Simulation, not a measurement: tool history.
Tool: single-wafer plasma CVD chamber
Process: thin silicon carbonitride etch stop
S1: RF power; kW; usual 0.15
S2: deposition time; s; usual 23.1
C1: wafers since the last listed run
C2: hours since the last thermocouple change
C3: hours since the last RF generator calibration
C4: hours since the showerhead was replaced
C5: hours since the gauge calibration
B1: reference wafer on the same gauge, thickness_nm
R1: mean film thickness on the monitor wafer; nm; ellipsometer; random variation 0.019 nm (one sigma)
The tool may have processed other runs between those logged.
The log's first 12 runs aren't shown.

run,hour,S1,S2,C1,C2,C3,C4,C5,B1,R1
13,813.3,0.15,23.1,985,1613.5,669.8,1920.5,1543.2,11.602,12.735
# hour 827.6: thermocouple changed; heater temperature recalibrated
14,876.9,0.15,23.1,1505,49.3,733.4,1984.1,1606.8,11.604,12.752
15,976.1,0.15,23.1,2686,148.5,832.6,2083.3,1706,11.597,12.742
# hour 1180.4: showerhead replaced
16,1217.8,0.15,23.1,6328,390.2,1074.3,37.4,1947.7,11.596,12.711
17,1298.9,0.12,25.3,2195,471.3,1155.4,118.5,2028.8,11.603,13.048
18,1341.6,0.15,23.1,1156,514,1198.1,161.2,2071.5,11.593,12.729
19,1390.7,0.125,20.3,1329,563.1,1247.2,210.3,2120.6,11.604,10.607
20,1481.7,0.16,23.1,2464,654.1,1338.2,301.3,2211.6,11.603,12.919
21,1558.9,0.15,23.1,2090,731.3,1415.4,378.5,2288.8,11.598,12.644
22,1648.6,0.135,20.7,2428,821,1505.1,468.2,2378.5,11.594,11.001
23,1690.5,0.15,23.1,1134,862.9,1547,510.1,2420.4,11.602,12.69
# hour 1730.2: gauge calibrated
24,1795.7,0.125,19.9,2848,968.1,1652.2,615.3,65.5,11.598,10.333
# hour 1831.1: RF generator calibrated
25,1834.2,0.15,23.1,825,1006.6,3.1,653.8,104,11.6,12.798
26,1897,0.15,23.1,1700,1069.4,65.9,716.6,166.8,11.599,12.778
27,1982.4,0.165,19.9,2312,1154.8,151.3,802,252.2,11.603,11.352
28,2029,0.15,25.7,1261,1201.4,197.9,848.6,298.8,11.599,14.207
29,2076.4,0.175,23.1,1283,1248.8,245.3,896,346.2,11.6,13.355
30,2165.5,0.14,23.1,2412,1337.9,334.4,985.1,435.3,11.604,12.519
# hour 2238.3: thermocouple changed; heater temperature recalibrated
31,2256,0.12,25.3,2233,17.7,424.9,1075.6,525.8,11.6,13.083
32,2320.6,0.135,21.4,1749,82.3,489.5,1140.2,590.4,11.599,11.498
33,2396.4,0.15,18.9,2052,158.1,565.3,1216,666.2,11.603,10.416

Each row is a separate what-if for the run after 33, all from the same tool condition, not one after another. Results?
A,2396.8,0.135,23.1,10,158.5,565.7,1216.4,666.6,?,?
B,2396.8,0.165,23.1,10,158.5,565.7,1216.4,666.6,?,?
C,2396.8,0.14,25.9,10,158.5,565.7,1216.4,666.6,?,?
D,2396.8,0.17,23.1,10,158.5,565.7,1216.4,666.6,?,?
E,2396.8,0.135,25.7,10,158.5,565.7,1216.4,666.6,?,?

run,B1,R1
A,11.598,12.375
B,11.598,13.111
C,11.598,14.021
D,11.598,13.225
E,11.598,13.768
Stripped of hidden state, with their random variation kept, the same runs would have yielded:
run,R1
A,12.462
B,13.203
C,14.119
D,13.318
E,13.865
